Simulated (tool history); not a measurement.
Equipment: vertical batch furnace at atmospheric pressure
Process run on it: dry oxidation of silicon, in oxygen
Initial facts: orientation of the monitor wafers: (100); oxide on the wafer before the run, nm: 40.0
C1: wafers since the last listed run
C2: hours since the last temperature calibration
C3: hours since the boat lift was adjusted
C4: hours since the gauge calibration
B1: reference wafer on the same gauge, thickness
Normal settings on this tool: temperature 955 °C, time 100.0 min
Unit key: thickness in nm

run 1 hour=0.0 | temperature=955 time=100.0 | C1=0 C2=1505.0 C3=164.5 C4=1104.9 | B1=77.14 | thickness=65.11
run 2 hour=66.6 | temperature=955 time=130.5 | C1=899 C2=1571.6 C3=231.1 C4=1171.5 | B1=77.49 | thickness=73.81
run 3 hour=173.4 | temperature=955 time=130.5 | C1=1441 C2=1678.4 C3=337.9 C4=1278.3 | B1=77.46 | thickness=73.41
run 4 hour=240.8 | temperature=955 time=130.5 | C1=910 C2=1745.8 C3=405.3 C4=1345.7 | B1=77.60 | thickness=73.91
run 5 hour=314.6 | temperature=955 time=100.0 | C1=996 C2=1819.6 C3=479.1 C4=1419.5 | B1=77.73 | thickness=65.83
run 6 hour=410.0 | temperature=955 time=100.0 | C1=1288 C2=1915.0 C3=574.5 C4=1514.9 | B1=77.79 | thickness=66.37
run 7 hour=637.9 | temperature=955 time=100.0 | C1=3077 C2=2142.9 C3=802.4 C4=1742.8 | B1=78.05 | thickness=66.29
run 8 hour=691.1 | temperature=961 time=100.0 | C1=718 C2=2196.1 C3=855.6 C4=1796.0 | B1=77.71 | thickness=68.24
run 9 hour=769.2 | temperature=961 time=100.0 | C1=1054 C2=2274.2 C3=933.7 C4=1874.1 | B1=78.12 | thickness=67.59
run 10 hour=823.1 | temperature=961 time=100.0 | C1=727 C2=2328.1 C3=987.6 C4=1928.0 | B1=77.94 | thickness=68.64
run 11 hour=928.3 | temperature=955 time=100.0 | C1=1420 C2=2433.3 C3=1092.8 C4=2033.2 | B1=78.09 | thickness=65.86
-- hour=1091.1 gauge calibrated
run 12 hour=1154.2 | temperature=973 time=100.0 | C1=3050 C2=2659.2 C3=1318.7 C4=63.1 | B1=74.89 | thickness=68.31
run 13 hour=1196.9 | temperature=973 time=100.0 | C1=576 C2=2701.9 C3=1361.4 C4=105.8 | B1=74.89 | thickness=68.41
run 14 hour=1276.4 | temperature=955 time=100.0 | C1=1073 C2=2781.4 C3=1440.9 C4=185.3 | B1=75.29 | thickness=63.74
run 15 hour=1352.4 | temperature=941 time=118.0 | C1=1026 C2=2857.4 C3=1516.9 C4=261.3 | B1=75.79 | thickness=63.80
run 16 hour=1448.1 | temperature=971 time=76.0 | C1=1292 C2=2953.1 C3=1612.6 C4=357.0 | B1=75.93 | thickness=61.59
-- hour=1518.0 thermocouples replaced and temperature profile calibrated
-- hour=1558.5 boat lift adjusted
run 17 hour=1559.0 | temperature=955 time=51.5 | C1=849 C2=41.0 C3=0.5 C4=467.9 | B1=76.55 | thickness=51.95
run 18 hour=1587.4 | temperature=947 time=142.5 | C1=383 C2=69.4 C3=28.9 C4=496.3 | B1=76.58 | thickness=72.29
run 19 hour=1633.9 | temperature=955 time=129.5 | C1=627 C2=115.9 C3=75.4 C4=542.8 | B1=76.71 | thickness=72.32
run 20 hour=1709.3 | temperature=955 time=72.0 | C1=1018 C2=191.3 C3=150.8 C4=618.2 | B1=76.87 | thickness=58.33
run 21 hour=1766.0 | temperature=955 time=146.0 | C1=765 C2=248.0 C3=207.5 C4=674.9 | B1=76.80 | thickness=76.95
run 22 hour=1828.7 | temperature=955 time=100.0 | C1=846 C2=310.7 C3=270.2 C4=737.6 | B1=77.27 | thickness=66.27
run 23 hour=1871.0 | temperature=955 time=113.0 | C1=571 C2=353.0 C3=312.5 C4=779.9 | B1=77.20 | thickness=69.18
run 24 hour=1942.6 | temperature=955 time=86.0 | C1=966 C2=424.6 C3=384.1 C4=851.5 | B1=77.55 | thickness=61.39
run 25 hour=2043.0 | temperature=955 time=100.0 | C1=1355 C2=525.0 C3=484.5 C4=951.9 | B1=77.30 | thickness=66.10
run 26 hour=2079.8 | temperature=971 time=100.0 | C1=496 C2=561.8 C3=521.3 C4=988.7 | B1=77.47 | thickness=71.31
run 27 hour=2183.2 | temperature=946 time=121.5 | C1=1396 C2=665.2 C3=624.7 C4=1092.1 | B1=77.82 | thickness=67.96
run 28 hour=2263.8 | temperature=955 time=59.0 | C1=1088 C2=745.8 C3=705.3 C4=1172.7 | B1=77.82 | thickness=54.73
run 29 hour=2360.4 | temperature=971 time=71.5 | C1=1304 C2=842.4 C3=801.9 C4=1269.3 | B1=77.92 | thickness=62.51
run 30 hour=2646.4 | temperature=955 time=113.0 | C1=3861 C2=1128.4 C3=1087.9 C4=1555.3 | B1=78.36 | thickness=70.42
run 31 hour=2735.7 | temperature=965 time=123.0 | C1=1205 C2=1217.7 C3=1177.2 C4=1644.6 | B1=78.28 | thickness=76.03
run 32 hour=2835.5 | temperature=931 time=115.0 | C1=1347 C2=1317.5 C3=1277.0 C4=1744.4 | B1=78.37 | thickness=62.55
run 33 hour=2939.7 | temperature=955 time=100.0 | C1=1406 C2=1421.7 C3=1381.2 C4=1848.6 | B1=78.58 | thickness=67.08
run 34 hour=2983.6 | temperature=955 time=131.0 | C1=592 C2=1465.6 C3=1425.1 C4=1892.5 | B1=78.53 | thickness=75.21
run 35 hour=3031.0 | temperature=971 time=140.0 | C1=639 C2=1513.0 C3=1472.5 C4=1939.9 | B1=78.70 | thickness=83.11
-- hour=3093.1 boat lift adjusted
run 36 hour=3107.5 | temperature=935 time=70.5 | C1=708 C2=1589.5 C3=14.4 C4=2016.4 | B1=78.75 | thickness=53.77
run 37 hour=3150.0 | temperature=975 time=100.0 | C1=573 C2=1632.0 C3=56.9 C4=2058.9 | B1=78.68 | thickness=72.56
run 38 hour=3278.2 | temperature=974 time=66.0 | C1=1730 C2=1760.2 C3=185.1 C4=2187.1 | B1=78.69 | thickness=61.52

What if the next run were any one of these 5? Each begins from the tool's condition after run 38:
run A hour=3284.4 | temperature=936 time=100.0 | C1=83 C2=1766.4 C3=191.3 C4=2193.3 | B1=? | thickness=?
run B hour=3284.4 | temperature=955 time=128.5 | C1=83 C2=1766.4 C3=191.3 C4=2193.3 | B1=? | thickness=?
run C hour=3284.4 | temperature=955 time=121.0 | C1=83 C2=1766.4 C3=191.3 C4=2193.3 | B1=? | thickness=?
run D hour=3284.4 | temperature=945 time=126.0 | C1=83 C2=1766.4 C3=191.3 C4=2193.3 | B1=? | thickness=?
run E hour=3284.4 | temperature=932 time=100.0 | C1=83 C2=1766.4 C3=191.3 C4=2193.3 | B1=? | thickness=?

run=A B1=78.50 thickness=61.27
run=B B1=78.50 thickness=74.74
run=C B1=78.50 thickness=72.77
run=D B1=78.50 thickness=70.31
run=E B1=78.50 thickness=60.03
Take away the tool's hidden state, keep each run's random variation, and the runs would have read:
run=A thickness=57.63
run=B thickness=70.29
run=C thickness=68.44
run=D thickness=66.13
run=E thickness=56.46

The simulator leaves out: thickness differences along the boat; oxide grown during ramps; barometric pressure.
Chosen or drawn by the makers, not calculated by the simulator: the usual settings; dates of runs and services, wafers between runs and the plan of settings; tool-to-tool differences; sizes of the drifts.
